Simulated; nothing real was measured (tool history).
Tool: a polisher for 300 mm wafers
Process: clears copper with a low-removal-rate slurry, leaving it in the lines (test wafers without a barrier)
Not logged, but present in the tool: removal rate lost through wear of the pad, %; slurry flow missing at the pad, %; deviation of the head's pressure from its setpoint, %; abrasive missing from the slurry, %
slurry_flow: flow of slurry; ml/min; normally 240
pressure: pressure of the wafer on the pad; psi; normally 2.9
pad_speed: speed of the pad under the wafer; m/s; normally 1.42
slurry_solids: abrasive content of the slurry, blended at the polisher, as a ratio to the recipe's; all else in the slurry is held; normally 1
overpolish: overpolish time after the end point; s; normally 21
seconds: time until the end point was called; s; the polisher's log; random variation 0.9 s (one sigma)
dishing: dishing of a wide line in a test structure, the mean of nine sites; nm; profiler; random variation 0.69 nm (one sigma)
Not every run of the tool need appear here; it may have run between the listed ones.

run,hour,slurry_flow,pressure,pad_speed,slurry_solids,overpolish,wafers since the last listed run,wafers polished on this pad,hours since the slurry nozzle was cleaned,hours since the head pressure was calibrated,hours since the slurry blender was calibrated,"incoming thickness of the incoming film, nm",seconds,dishing
1,0,240,2.9,1.2,1,21,0,1457,146.4,637.5,142.4,310,72.1,49.4
2,46.6,240,2.9,1.2,1,21,433,1891,193,684.1,189,312.7,74.1,48.6
3,141.9,240,2.9,1.2,1,21,886,2777,288.3,779.4,284.3,315.5,74.2,49.1
4,194.9,240,2.9,1.42,1,18,493,3270,341.3,832.4,337.3,311.9,65.3,49.7
# hour 210.5: worn pad replaced by a new one
5,238.1,240,2.9,1.42,1.05,21,364,256,384.5,875.6,380.5,311.9,62,54.9
# hour 252.7: slurry blender recalibrated
6,308.5,240,2.9,1.42,1.05,21,636,893,454.9,946,55.8,317.4,68.4,52.7
# hour 326: head pressure recalibrated
7,410.9,240,2.9,1.42,1,21,934,1827,557.3,84.9,158.2,317.1,70.7,50.3
8,478.7,240,2.9,1.42,1,21,630,2458,625.1,152.7,226,314.4,72.5,50.4
# hour 488.4: slurry nozzle cleaned
# hour 540.2: slurry blender recalibrated, repeated, since the last time left the tool worse
# hour 541: worn pad replaced by a new one
9,541.5,240,3.3,0.96,1,21,548,4,53.1,215.5,1.3,312.4,79.6,46.7
10,814.4,240,3.6,1.42,1,21,2539,2543,326,488.4,274.2,308.6,49.6,64.1
# hour 834.3: worn pad replaced by a new one
11,865.4,165,3.4,1.42,0.8,21,437,289,377,539.4,325.2,313.4,61.1,56.5
# hour 878.9: slurry blender recalibrated
12,961.2,305,2.1,1.42,0.9,10,872,1162,472.8,635.2,82.3,318.5,86.2,24.1
# hour 1080.2: slurry nozzle cleaned
# hour 1128.5: worn pad replaced by a new one
# hour 1223.4: head pressure recalibrated
# hour 1250.4: slurry blender recalibrated
13,1281.8,275,2.9,1.42,1.2,21,2899,1389,201.6,58.4,31.4,314.7,56.9,58.3
14,1350.6,240,2.9,1.78,1,18,640,2029,270.4,127.2,100.2,308.3,49.2,59.9
# hour 1409.6: worn pad replaced by a new one
15,1532.3,240,2.9,1.2,1,21,1653,1141,452.1,308.9,281.9,314,75.1,48.5
# hour 1559.9: slurry blender recalibrated
16,1626.7,240,2.9,1.42,1,21,859,2001,546.5,403.3,66.8,313.8,61.9,56.4

Each row is a separate what-if for the run after 16, all from the same tool condition, not one after another. Results?
A,1627.1,240,2.9,1.42,0.9,21,3,2004,546.9,403.7,67.2,315,?,?
B,1627.1,240,2.9,1.42,1,10,3,2004,546.9,403.7,67.2,315,?,?
C,1627.1,240,2.9,1.42,0.85,21,3,2004,546.9,403.7,67.2,315,?,?
D,1627.1,240,2.9,1.42,1.25,25,3,2004,546.9,403.7,67.2,315,?,?

run,seconds,dishing
A,63.4,54.5
B,61.5,31.6
C,64.5,53.9
D,57.8,64.7
With no hidden state in the tool, these same runs would have given:
run,seconds,dishing
A,62.5,55
B,60.6,32
C,63.6,54.4
D,57,65.3
